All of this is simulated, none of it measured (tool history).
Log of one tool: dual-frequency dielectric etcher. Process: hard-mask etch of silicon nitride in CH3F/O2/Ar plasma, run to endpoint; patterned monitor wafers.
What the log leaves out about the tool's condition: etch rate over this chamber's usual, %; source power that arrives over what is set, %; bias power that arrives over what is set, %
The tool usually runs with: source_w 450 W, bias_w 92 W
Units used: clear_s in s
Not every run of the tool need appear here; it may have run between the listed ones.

run	day	source_w	bias_w	wafers since the last listed run	hours since the last wet clean	hours since the last source power generator calibration	hours since the last bias power generator calibration	hours since the last upper electrode change	incoming incoming film thickness, nm	clear_s
1	0	450	92	0	243.5	1948.3	2026.2	3890.9	49.44	58.9
2	1.562	490	92	559	281	1985.8	2063.7	3928.4	49.48	57.4
3	4.354	490	92	1000	348	2052.8	2130.7	3995.4	49.75	58
4	6.929	490	92	922	409.8	2114.6	2192.5	4057.2	49.39	58.1
# day 9.133: wet clean of the chamber
5	9.567	450	87	586	10.4	2177.9	2255.8	4120.5	49.31	57.7
# day 15.575: upper electrode replaced
6	15.596	450	87	1802	155.1	2322.6	2400.5	0.5	49.99	58.6
7	17.521	390	97	689	201.3	2368.8	2446.7	46.7	49.47	59.3
# day 17.958: bias power generator calibrated
8	18.621	390	97	334	227.7	2395.2	15.9	73.1	49.31	59.2
9	20.192	530	110	562	265.4	2432.9	53.6	110.8	49.94	53.3
10	22.438	480	92	804	319.3	2486.8	107.5	164.7	50	57.1
11	24.288	480	92	663	363.7	2531.2	151.9	209.1	49.72	57.8
12	26.446	360	103	773	415.5	2583	203.7	260.9	49.76	61.5
# day 28.412: wet clean of the chamber
13	28.442	490	106	356	0.7	2630.9	251.6	308.8	49.47	54.4
14	31.288	450	92	1019	69	2699.2	319.9	377.1	49.56	57.7
# day 31.621: source power generator calibrated
15	34.179	400	112	976	138.4	61.4	389.3	446.5	49.87	57.6
16	36.154	450	92	707	185.8	108.8	436.7	493.9	49.46	58.8
17	37.158	510	79	359	209.9	132.9	460.8	518	50.12	59
18	39.346	450	109	783	262.4	185.4	513.3	570.5	50.03	57.4
19	41.3	360	92	700	309.3	232.3	560.2	617.4	49.95	64.3
20	43.742	350	111	875	367.9	290.9	618.8	676	49.68	60.8
# day 46.096: wet clean of the chamber
21	46.117	390	101	492	0.5	347.9	675.8	733	50.07	59
22	48.383	340	92	812	54.9	402.3	730.2	787.4	50	63.6

Hidden state or all else? Some run-to-run changes of clear_s, split into what the settings, what came in and random variation would give without the hidden state, and what is left for the hidden state (with any gauge scatter that isn't in both results):
Run 4 -> 5: source_w 490 -> 450, bias_w 92 -> 87, wet clean of the chamber. clear_s -0.4 s: hidden state -3.5, all else +3.1.
Run 12 -> 13: source_w 360 -> 490, bias_w 103 -> 106, wet clean of the chamber. clear_s -7.1 s: hidden state -1.5, all else -5.6.
Run 18 -> 19: source_w 450 -> 360, bias_w 109 -> 92. clear_s +6.9 s: hidden state +0.6, all else +6.3.
Run 20 -> 21: source_w 350 -> 390, bias_w 111 -> 101, wet clean of the chamber. clear_s -1.8 s: hidden state -2.5, all else +0.7.
